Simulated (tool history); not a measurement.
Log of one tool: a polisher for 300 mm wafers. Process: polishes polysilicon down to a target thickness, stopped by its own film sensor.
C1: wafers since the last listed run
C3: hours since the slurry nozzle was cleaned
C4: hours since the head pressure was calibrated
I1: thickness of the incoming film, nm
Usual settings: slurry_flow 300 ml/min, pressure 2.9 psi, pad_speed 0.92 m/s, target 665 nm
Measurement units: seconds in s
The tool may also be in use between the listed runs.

run 1 day=0.000 | slurry_flow=300 pressure=2.9 pad_speed=0.92 target=665 | C1=0 wafers_polished_on_this_pad=468 C3=313.5 C4=627.0 | I1=1151.3 | seconds=73.3
run 2 day=2.612 | slurry_flow=300 pressure=2.9 pad_speed=0.92 target=665 | C1=581 wafers_polished_on_this_pad=1050 C3=376.2 C4=689.7 | I1=1183.0 | seconds=81.1
-- day=3.150 worn pad replaced by a new one
run 3 day=4.650 | slurry_flow=300 pressure=2.9 pad_speed=0.92 target=665 | C1=416 wafers_polished_on_this_pad=334 C3=425.1 C4=738.6 | I1=1147.1 | seconds=70.5
run 4 day=7.092 | slurry_flow=300 pressure=2.9 pad_speed=1.06 target=736 | C1=543 wafers_polished_on_this_pad=877 C3=483.7 C4=797.2 | I1=1175.8 | seconds=59.2
run 5 day=8.629 | slurry_flow=300 pressure=2.9 pad_speed=1.06 target=736 | C1=342 wafers_polished_on_this_pad=1220 C3=520.6 C4=834.1 | I1=1163.6 | seconds=59.6
-- day=8.838 worn pad replaced by a new one
-- day=8.992 slurry nozzle cleaned
run 6 day=11.112 | slurry_flow=300 pressure=2.9 pad_speed=0.92 target=665 | C1=506 wafers_polished_on_this_pad=497 C3=50.9 C4=893.7 | I1=1138.7 | seconds=69.3
run 7 day=12.250 | slurry_flow=335 pressure=2.5 pad_speed=0.92 target=665 | C1=253 wafers_polished_on_this_pad=751 C3=78.2 C4=921.0 | I1=1146.4 | seconds=81.6
-- day=14.088 worn pad replaced by a new one
run 8 day=14.950 | slurry_flow=215 pressure=3.2 pad_speed=1.22 target=750 | C1=564 wafers_polished_on_this_pad=192 C3=143.0 C4=985.8 | I1=1180.2 | seconds=47.0
run 9 day=17.083 | slurry_flow=205 pressure=2.9 pad_speed=0.92 target=771 | C1=475 wafers_polished_on_this_pad=667 C3=194.2 C4=1037.0 | I1=1141.4 | seconds=57.8
run 10 day=18.488 | slurry_flow=345 pressure=2.0 pad_speed=0.92 target=665 | C1=312 wafers_polished_on_this_pad=980 C3=227.9 C4=1070.7 | I1=1172.8 | seconds=110.1
-- day=18.600 head pressure recalibrated
-- day=19.192 worn pad replaced by a new one
run 11 day=20.158 | slurry_flow=300 pressure=2.9 pad_speed=0.92 target=665 | C1=316 wafers_polished_on_this_pad=215 C3=268.0 C4=37.4 | I1=1164.0 | seconds=73.7
run 12 day=21.188 | slurry_flow=300 pressure=2.9 pad_speed=0.92 target=665 | C1=229 wafers_polished_on_this_pad=444 C3=292.7 C4=62.1 | I1=1160.0 | seconds=73.5
run 13 day=23.154 | slurry_flow=300 pressure=2.9 pad_speed=0.92 target=806 | C1=438 wafers_polished_on_this_pad=882 C3=339.9 C4=109.3 | I1=1153.1 | seconds=52.5
run 14 day=24.200 | slurry_flow=300 pressure=2.9 pad_speed=0.82 target=665 | C1=232 wafers_polished_on_this_pad=1115 C3=365.0 C4=134.4 | I1=1171.7 | seconds=88.0
-- day=24.662 worn pad replaced by a new one
run 15 day=26.746 | slurry_flow=365 pressure=2.4 pad_speed=1.16 target=798 | C1=529 wafers_polished_on_this_pad=464 C3=426.1 C4=195.5 | I1=1178.6 | seconds=53.4

Each row is a separate what-if for the run after 15, all from the same tool condition, not one after another. Results?
run A day=26.762 | slurry_flow=300 pressure=2.9 pad_speed=0.92 target=665 | C1=3 wafers_polished_on_this_pad=467 C3=426.5 C4=195.9 | I1=1169.5 | seconds=?
run B day=26.762 | slurry_flow=210 pressure=2.9 pad_speed=0.92 target=819 | C1=3 wafers_polished_on_this_pad=467 C3=426.5 C4=195.9 | I1=1169.5 | seconds=?
run C day=26.762 | slurry_flow=300 pressure=3.3 pad_speed=0.92 target=738 | C1=3 wafers_polished_on_this_pad=467 C3=426.5 C4=195.9 | I1=1169.5 | seconds=?

run=A seconds=73.8
run=B seconds=53.6
run=C seconds=55.8
Stripped of hidden state, with their random variation kept, the same runs would have yielded:
run=A seconds=71.5
run=B seconds=51.9
run=C seconds=54.0
